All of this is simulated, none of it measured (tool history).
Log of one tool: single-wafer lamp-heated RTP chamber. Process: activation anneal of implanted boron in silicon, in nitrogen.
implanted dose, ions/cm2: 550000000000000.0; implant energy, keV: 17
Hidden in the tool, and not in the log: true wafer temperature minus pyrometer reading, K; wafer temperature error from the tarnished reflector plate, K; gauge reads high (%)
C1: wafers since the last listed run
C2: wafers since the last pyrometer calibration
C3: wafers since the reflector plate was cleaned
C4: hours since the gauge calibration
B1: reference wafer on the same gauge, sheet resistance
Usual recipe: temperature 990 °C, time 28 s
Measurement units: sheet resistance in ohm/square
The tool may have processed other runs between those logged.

Run 1, hour 0: usual settings but temperature 978 °C; C1 0; C2 3933; C3 10222; C4 357; B1 173.94. Result: sheet resistance 219.02 ohm/square.
Run 2, hour 16.7: usual settings but temperature 1004 °C, time 36 s; C1 166; C2 4100; C3 10388; C4 373.7; B1 173.74. Result: sheet resistance 211.1 ohm/square.
Run 3, hour 32.7: usual settings; C1 159; C2 4260; C3 10548; C4 389.7; B1 174. Result: sheet resistance 213.53 ohm/square.
Run 4, hour 46.7: usual settings; C1 139; C2 4400; C3 10688; C4 403.7; B1 174.06. Result: sheet resistance 214.7 ohm/square.
Run 5, hour 55.3: usual settings but temperature 979 °C; C1 85; C2 4486; C3 10774; C4 412.3; B1 173.88. Result: sheet resistance 219.73 ohm/square.
Run 6, hour 68.7: usual settings but temperature 979 °C; C1 133; C2 4619; C3 10907; C4 425.7; B1 174.16. Result: sheet resistance 217.46 ohm/square.
Run 7, hour 79.9: usual settings but temperature 979 °C; C1 111; C2 4731; C3 11019; C4 436.9; B1 174.16. Result: sheet resistance 218.44 ohm/square.
Run 8, hour 91.8: usual settings; C1 118; C2 4850; C3 11138; C4 448.8; B1 174. Result: sheet resistance 213.46 ohm/square.
Run 9, hour 104.1: usual settings but time 33 s; C1 122; C2 4973; C3 11261; C4 461.1; B1 173.9. Result: sheet resistance 213.4 ohm/square.
Run 10, hour 115.7: usual settings but time 33 s; C1 115; C2 5089; C3 11377; C4 472.7; B1 173.85. Result: sheet resistance 213.69 ohm/square.
Run 11, hour 131.6: usual settings but time 33 s; C1 158; C2 5247; C3 11535; C4 488.6; B1 174.02. Result: sheet resistance 214.1 ohm/square.
Run 12, hour 146.8: usual settings but temperature 982 °C; C1 151; C2 5399; C3 11687; C4 503.8; B1 173.96. Result: sheet resistance 216.89 ohm/square.
Run 13, hour 153.4: usual settings but temperature 982 °C; C1 65; C2 5465; C3 11753; C4 510.4; B1 174.34. Result: sheet resistance 217.24 ohm/square.
Run 14, hour 168.9: usual settings but temperature 1011 °C, time 16 s; C1 154; C2 5620; C3 11908; C4 525.9; B1 174.39. Result: sheet resistance 211.39 ohm/square.
At hour 175.3: gauge calibrated.
Run 15, hour 178: usual settings but temperature 1020 °C, time 35 s; C1 90; C2 5711; C3 11999; C4 2.7; B1 174.06. Result: sheet resistance 209.44 ohm/square.
Run 16, hour 184: usual settings but temperature 1015 °C, time 22 s; C1 59; C2 5771; C3 12059; C4 8.7; B1 173.91. Result: sheet resistance 210.07 ohm/square.
Run 17, hour 198.8: usual settings but temperature 1003 °C, time 44 s; C1 147; C2 5918; C3 12206; C4 23.5; B1 174.23. Result: sheet resistance 210.29 ohm/square.
Run 18, hour 216.2: usual settings; C1 173; C2 6092; C3 12380; C4 40.9; B1 173.8. Result: sheet resistance 213.33 ohm/square.
Run 19, hour 230.5: usual settings; C1 142; C2 6235; C3 12523; C4 55.2; B1 174.36. Result: sheet resistance 213.87 ohm/square.
Run 20, hour 247.9: usual settings; C1 173; C2 6409; C3 12697; C4 72.6; B1 174.07. Result: sheet resistance 212.81 ohm/square.
At hour 260.1: pyrometer window cleaned and pyrometer calibrated.
At hour 265: reflector plate cleaned.
Run 21, hour 265.5: usual settings but temperature 1019 °C, time 14 s; C1 46; C2 4; C3 4; C4 90.2; B1 173.97. Result: sheet resistance 212.24 ohm/square.
Run 22, hour 279.7: usual settings but time 19 s; C1 141; C2 146; C3 146; C4 104.4; B1 173.97. Result: sheet resistance 219.01 ohm/square.
Run 23, hour 291.6: usual settings; C1 118; C2 265; C3 265; C4 116.3; B1 174.19. Result: sheet resistance 217.25 ohm/square.
Run 24, hour 300.6: usual settings; C1 89; C2 355; C3 355; C4 125.3; B1 173.72. Result: sheet resistance 216.07 ohm/square.
Run 25, hour 318.2: usual settings but temperature 981 °C; C1 175; C2 530; C3 530; C4 142.9; B1 173.87. Result: sheet resistance 221 ohm/square.
Run 26, hour 324.4: usual settings but temperature 1010 °C, time 18 s; C1 61; C2 592; C3 592; C4 149.1; B1 173.82. Result: sheet resistance 213.21 ohm/square.
Run 27, hour 338.7: usual settings; C1 142; C2 735; C3 735; C4 163.4; B1 173.99. Result: sheet resistance 217.18 ohm/square.
Run 28, hour 356.3: usual settings; C1 175; C2 911; C3 911; C4 181; B1 173.99. Result: sheet resistance 216.9 ohm/square.
Run 29, hour 363.9: usual settings; C1 75; C2 987; C3 987; C4 188.6; B1 174.16. Result: sheet resistance 215.57 ohm/square.
Run 30, hour 373.7: usual settings but time 12 s; C1 97; C2 1084; C3 1084; C4 198.4; B1 174.06. Result: sheet resistance 219.12 ohm/square.
Run 31, hour 383.6: usual settings but time 23 s; C1 98; C2 1183; C3 1183; C4 208.3; B1 174.13. Result: sheet resistance 216.77 ohm/square.
Run 32, hour 392: usual settings; C1 83; C2 1267; C3 1267; C4 216.7; B1 174. Result: sheet resistance 215.62 ohm/square.
Run 33, hour 406.7: usual settings but temperature 1013 °C, time 35 s; C1 146; C2 1414; C3 1414; C4 231.4; B1 173.92. Result: sheet resistance 210.63 ohm/square.
Run 34, hour 415.1: usual settings but temperature 963 °C, time 22 s; C1 83; C2 1498; C3 1498; C4 239.8; B1 174.1. Result: sheet resistance 237.22 ohm/square.
Run 35, hour 431.6: usual settings but temperature 999 °C, time 16 s; C1 164; C2 1663; C3 1663; C4 256.3; B1 173.93. Result: sheet resistance 215.67 ohm/square.
Run 36, hour 439.9: usual settings but time 15 s; C1 82; C2 1745; C3 1745; C4 264.6; B1 173.99. Result: sheet resistance 218.97 ohm/square.
Run 37, hour 447.9: usual settings but temperature 967 °C, time 14 s; C1 79; C2 1825; C3 1825; C4 272.6; B1 173.86. Result: sheet resistance 237.12 ohm/square.
Run 38, hour 458: usual settings but time 23 s; C1 100; C2 1926; C3 1926; C4 282.7; B1 173.8. Result: sheet resistance 216.29 ohm/square.

Forecast each of these 3 alternatives for the next run:
Run A, hour 458.4: usual settings; C1 3; C2 1930; C3 1930; C4 283.1; B1 ?. Result: sheet resistance ?.
Run B, hour 458.4: usual settings but temperature 971 °C, time 43 s; C1 3; C2 1930; C3 1930; C4 283.1; B1 ?. Result: sheet resistance ?.
Run C, hour 458.4: usual settings but temperature 1008 °C; C1 3; C2 1930; C3 1930; C4 283.1; B1 ?. Result: sheet resistance ?.

run      B1  sheet resistance
  A  174.02            216.53
  B  174.02            223.89
  C  174.02            212.15
Stripped of hidden state, with their random variation kept, the same runs would have yielded:
run  sheet resistance
  A            218.02
  B            226.75
  C            212.82
